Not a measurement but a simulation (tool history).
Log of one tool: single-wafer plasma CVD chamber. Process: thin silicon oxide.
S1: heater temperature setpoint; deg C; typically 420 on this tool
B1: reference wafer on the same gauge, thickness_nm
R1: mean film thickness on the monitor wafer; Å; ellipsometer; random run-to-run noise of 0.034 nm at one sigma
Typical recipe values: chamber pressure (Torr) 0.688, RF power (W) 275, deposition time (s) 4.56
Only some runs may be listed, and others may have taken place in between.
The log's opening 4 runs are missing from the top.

Run 5, hour 85.5: usual settings; B1 7.877. Result: R1 66.39 Å.
Run 6, hour 97.7: usual settings; B1 7.865. Result: R1 66.28 Å.
At hour 108.1: capacitance manometer re-zeroed and calibrated.
Run 7, hour 119.7: usual settings but S1 424 deg C, chamber pressure (Torr) 0.754; B1 7.88. Result: R1 72.09 Å.
Run 8, hour 131.8: usual settings; B1 7.87. Result: R1 66.36 Å.
Run 9, hour 149.6: usual settings; B1 7.861. Result: R1 65.69 Å.
Run 10, hour 183.3: usual settings; B1 7.869. Result: R1 65.59 Å.
At hour 195.5: thermocouple changed; heater temperature recalibrated.
Run 11, hour 206.2: usual settings but RF power (W) 320, deposition time (s) 4.97; B1 7.863. Result: R1 78.66 Å.
Run 12, hour 229.9: usual settings; B1 7.865. Result: R1 65.55 Å.
Run 13, hour 246.2: usual settings but S1 432 deg C, chamber pressure (Torr) 0.573, RF power (W) 255, deposition time (s) 5.11; B1 7.873. Result: R1 57.67 Å.
Run 14, hour 263.2: usual settings; B1 7.866. Result: R1 66.2 Å.
Run 15, hour 290.8: usual settings; B1 7.872. Result: R1 65.45 Å.

Run 16 comes next. What will it give?
Run 16, hour 309.8: usual settings but S1 407 deg C, chamber pressure (Torr) 0.58, RF power (W) 315; B1 ?. Result: R1 ?.

Logged for run 16: B1 7.869, R1 60.84 Å.
Without the tool's hidden state the same run would have given R1 64.87 Å.
